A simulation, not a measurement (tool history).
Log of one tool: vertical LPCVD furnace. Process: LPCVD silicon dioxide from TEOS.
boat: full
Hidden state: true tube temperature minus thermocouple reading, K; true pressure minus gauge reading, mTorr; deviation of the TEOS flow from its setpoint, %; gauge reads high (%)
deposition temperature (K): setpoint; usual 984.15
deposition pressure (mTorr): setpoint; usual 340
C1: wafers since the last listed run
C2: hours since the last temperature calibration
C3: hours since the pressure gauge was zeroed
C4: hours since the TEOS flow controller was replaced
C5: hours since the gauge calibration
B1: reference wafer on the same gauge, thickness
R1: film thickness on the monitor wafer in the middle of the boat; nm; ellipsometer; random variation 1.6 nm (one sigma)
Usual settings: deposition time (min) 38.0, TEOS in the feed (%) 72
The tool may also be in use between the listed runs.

run 1 hour=0.0 | deposition_temperature_(K)=991.15 deposition_pressure_(mTorr)=340 deposition_time_(min)=38.0 TEOS_in_the_feed_(%)=61 | C1=0 C2=3720.2 C3=1198.0 C4=5367.9 C5=1644.8 | B1=468.28 | R1=462.70
run 2 hour=33.5 | deposition_temperature_(K)=991.15 deposition_pressure_(mTorr)=340 deposition_time_(min)=38.0 TEOS_in_the_feed_(%)=61 | C1=388 C2=3753.7 C3=1231.5 C4=5401.4 C5=1678.3 | B1=467.92 | R1=460.08
run 3 hour=60.0 | deposition_temperature_(K)=984.15 deposition_pressure_(mTorr)=340 deposition_time_(min)=38.0 TEOS_in_the_feed_(%)=72 | C1=307 C2=3780.2 C3=1258.0 C4=5427.9 C5=1704.8 | B1=468.77 | R1=428.34
run 4 hour=113.5 | deposition_temperature_(K)=987.15 deposition_pressure_(mTorr)=340 deposition_time_(min)=38.0 TEOS_in_the_feed_(%)=72 | C1=620 C2=3833.7 C3=1311.5 C4=5481.4 C5=1758.3 | B1=467.84 | R1=457.11
run 5 hour=151.1 | deposition_temperature_(K)=987.15 deposition_pressure_(mTorr)=340 deposition_time_(min)=38.0 TEOS_in_the_feed_(%)=72 | C1=436 C2=3871.3 C3=1349.1 C4=5519.0 C5=1795.9 | B1=468.18 | R1=462.68
run 6 hour=218.7 | deposition_temperature_(K)=984.15 deposition_pressure_(mTorr)=340 deposition_time_(min)=38.0 TEOS_in_the_feed_(%)=72 | C1=784 C2=3938.9 C3=1416.7 C4=5586.6 C5=1863.5 | B1=468.01 | R1=429.13
run 7 hour=250.2 | deposition_temperature_(K)=984.15 deposition_pressure_(mTorr)=340 deposition_time_(min)=38.0 TEOS_in_the_feed_(%)=72 | C1=365 C2=3970.4 C3=1448.2 C4=5618.1 C5=1895.0 | B1=468.22 | R1=429.28
run 8 hour=297.3 | deposition_temperature_(K)=984.15 deposition_pressure_(mTorr)=340 deposition_time_(min)=38.0 TEOS_in_the_feed_(%)=72 | C1=546 C2=4017.5 C3=1495.3 C4=5665.2 C5=1942.1 | B1=467.72 | R1=435.71
run 9 hour=360.0 | deposition_temperature_(K)=979.15 deposition_pressure_(mTorr)=315 deposition_time_(min)=38.0 TEOS_in_the_feed_(%)=72 | C1=727 C2=4080.2 C3=1558.0 C4=5727.9 C5=2004.8 | B1=468.63 | R1=372.85
run 10 hour=410.7 | deposition_temperature_(K)=979.15 deposition_pressure_(mTorr)=315 deposition_time_(min)=38.0 TEOS_in_the_feed_(%)=72 | C1=588 C2=4130.9 C3=1608.7 C4=5778.6 C5=2055.5 | B1=467.99 | R1=374.32
run 11 hour=463.6 | deposition_temperature_(K)=979.15 deposition_pressure_(mTorr)=315 deposition_time_(min)=38.0 TEOS_in_the_feed_(%)=72 | C1=613 C2=4183.8 C3=1661.6 C4=5831.5 C5=2108.4 | B1=468.47 | R1=374.68
run 12 hour=501.7 | deposition_temperature_(K)=984.15 deposition_pressure_(mTorr)=340 deposition_time_(min)=42.5 TEOS_in_the_feed_(%)=72 | C1=441 C2=4221.9 C3=1699.7 C4=5869.6 C5=2146.5 | B1=468.35 | R1=485.65
run 13 hour=572.9 | deposition_temperature_(K)=984.15 deposition_pressure_(mTorr)=340 deposition_time_(min)=38.0 TEOS_in_the_feed_(%)=72 | C1=825 C2=4293.1 C3=1770.9 C4=5940.8 C5=2217.7 | B1=467.90 | R1=434.52
run 14 hour=613.1 | deposition_temperature_(K)=979.15 deposition_pressure_(mTorr)=260 deposition_time_(min)=38.0 TEOS_in_the_feed_(%)=65 | C1=466 C2=4333.3 C3=1811.1 C4=5981.0 C5=2257.9 | B1=468.98 | R1=325.76
-- hour=674.0 TEOS flow controller replaced
run 15 hour=674.5 | deposition_temperature_(K)=984.15 deposition_pressure_(mTorr)=340 deposition_time_(min)=45.5 TEOS_in_the_feed_(%)=72 | C1=433 C2=4394.7 C3=1872.5 C4=0.5 C5=2319.3 | B1=468.45 | R1=521.17
run 16 hour=711.4 | deposition_temperature_(K)=993.15 deposition_pressure_(mTorr)=285 deposition_time_(min)=27.0 TEOS_in_the_feed_(%)=81 | C1=428 C2=4431.6 C3=1909.4 C4=37.4 C5=2356.2 | B1=469.07 | R1=369.48
run 17 hour=752.7 | deposition_temperature_(K)=991.15 deposition_pressure_(mTorr)=320 deposition_time_(min)=38.0 TEOS_in_the_feed_(%)=72 | C1=479 C2=4472.9 C3=1950.7 C4=78.7 C5=2397.5 | B1=468.36 | R1=496.58
run 18 hour=822.1 | deposition_temperature_(K)=984.15 deposition_pressure_(mTorr)=340 deposition_time_(min)=38.0 TEOS_in_the_feed_(%)=72 | C1=805 C2=4542.3 C3=2020.1 C4=148.1 C5=2466.9 | B1=467.59 | R1=440.81
run 19 hour=1021.5 | deposition_temperature_(K)=995.15 deposition_pressure_(mTorr)=340 deposition_time_(min)=38.0 TEOS_in_the_feed_(%)=72 | C1=2313 C2=4741.7 C3=2219.5 C4=347.5 C5=2666.3 | B1=467.76 | R1=568.16
run 20 hour=1059.5 | deposition_temperature_(K)=984.15 deposition_pressure_(mTorr)=340 deposition_time_(min)=38.0 TEOS_in_the_feed_(%)=72 | C1=440 C2=4779.7 C3=2257.5 C4=385.5 C5=2704.3 | B1=468.32 | R1=442.84
run 21 hour=1189.2 | deposition_temperature_(K)=992.15 deposition_pressure_(mTorr)=340 deposition_time_(min)=34.0 TEOS_in_the_feed_(%)=78 | C1=1504 C2=4909.4 C3=2387.2 C4=515.2 C5=2834.0 | B1=468.15 | R1=497.20
-- hour=1190.4 gauge calibrated
run 22 hour=1234.5 | deposition_temperature_(K)=972.15 deposition_pressure_(mTorr)=400 deposition_time_(min)=44.0 TEOS_in_the_feed_(%)=67 | C1=525 C2=4954.7 C3=2432.5 C4=560.5 C5=44.1 | B1=468.02 | R1=412.27
run 23 hour=1259.6 | deposition_temperature_(K)=984.15 deposition_pressure_(mTorr)=340 deposition_time_(min)=38.0 TEOS_in_the_feed_(%)=72 | C1=291 C2=4979.8 C3=2457.6 C4=585.6 C5=69.2 | B1=467.77 | R1=446.61
-- hour=1291.0 thermocouples replaced and temperature profile calibrated
run 24 hour=1309.9 | deposition_temperature_(K)=987.15 deposition_pressure_(mTorr)=340 deposition_time_(min)=25.0 TEOS_in_the_feed_(%)=72 | C1=305 C2=18.9 C3=2507.9 C4=635.9 C5=119.5 | B1=468.63 | R1=291.59
run 25 hour=1367.2 | deposition_temperature_(K)=988.15 deposition_pressure_(mTorr)=275 deposition_time_(min)=38.0 TEOS_in_the_feed_(%)=77 | C1=664 C2=76.2 C3=2565.2 C4=693.2 C5=176.8 | B1=467.40 | R1=424.34
-- hour=1437.7 pressure gauge zeroed
run 26 hour=1577.8 | deposition_temperature_(K)=990.15 deposition_pressure_(mTorr)=395 deposition_time_(min)=30.0 TEOS_in_the_feed_(%)=79 | C1=2164 C2=286.8 C3=140.1 C4=903.8 C5=387.4 | B1=468.12 | R1=414.36
run 27 hour=1614.3 | deposition_temperature_(K)=984.15 deposition_pressure_(mTorr)=340 deposition_time_(min)=38.0 TEOS_in_the_feed_(%)=72 | C1=423 C2=323.3 C3=176.6 C4=940.3 C5=423.9 | B1=468.09 | R1=404.30
run 28 hour=1735.0 | deposition_temperature_(K)=984.15 deposition_pressure_(mTorr)=300 deposition_time_(min)=26.0 TEOS_in_the_feed_(%)=81 | C1=1400 C2=444.0 C3=297.3 C4=1061.0 C5=544.6 | B1=467.44 | R1=275.13
run 29 hour=1804.6 | deposition_temperature_(K)=978.15 deposition_pressure_(mTorr)=310 deposition_time_(min)=38.0 TEOS_in_the_feed_(%)=72 | C1=807 C2=513.6 C3=366.9 C4=1130.6 C5=614.2 | B1=468.11 | R1=336.40
run 30 hour=1861.9 | deposition_temperature_(K)=984.15 deposition_pressure_(mTorr)=340 deposition_time_(min)=38.0 TEOS_in_the_feed_(%)=72 | C1=664 C2=570.9 C3=424.2 C4=1187.9 C5=671.5 | B1=468.48 | R1=404.29
run 31 hour=1889.9 | deposition_temperature_(K)=984.15 deposition_pressure_(mTorr)=410 deposition_time_(min)=38.0 TEOS_in_the_feed_(%)=72 | C1=324 C2=598.9 C3=452.2 C4=1215.9 C5=699.5 | B1=468.20 | R1=445.28
run 32 hour=1946.3 | deposition_temperature_(K)=984.15 deposition_pressure_(mTorr)=360 deposition_time_(min)=38.0 TEOS_in_the_feed_(%)=84 | C1=654 C2=655.3 C3=508.6 C4=1272.3 C5=755.9 | B1=467.29 | R1=451.27

Forecast each of these 3 alternatives for the next run:
run A hour=1950.8 | deposition_temperature_(K)=984.15 deposition_pressure_(mTorr)=340 deposition_time_(min)=38.0 TEOS_in_the_feed_(%)=83 | C1=52 C2=659.8 C3=513.1 C4=1276.8 C5=760.4 | B1=? | R1=?
run B hour=1950.8 | deposition_temperature_(K)=980.15 deposition_pressure_(mTorr)=375 deposition_time_(min)=38.0 TEOS_in_the_feed_(%)=72 | C1=52 C2=659.8 C3=513.1 C4=1276.8 C5=760.4 | B1=? | R1=?
run C hour=1950.8 | deposition_temperature_(K)=993.15 deposition_pressure_(mTorr)=415 deposition_time_(min)=46.5 TEOS_in_the_feed_(%)=60 | C1=52 C2=659.8 C3=513.1 C4=1276.8 C5=760.4 | B1=? | R1=?

run=A B1=467.68 R1=436.22
run=B B1=467.68 R1=389.33
run=C B1=467.68 R1=613.63
Without the tool's hidden state the same runs would have given:
run=A R1=432.27
run=B R1=385.92
run=C R1=608.55

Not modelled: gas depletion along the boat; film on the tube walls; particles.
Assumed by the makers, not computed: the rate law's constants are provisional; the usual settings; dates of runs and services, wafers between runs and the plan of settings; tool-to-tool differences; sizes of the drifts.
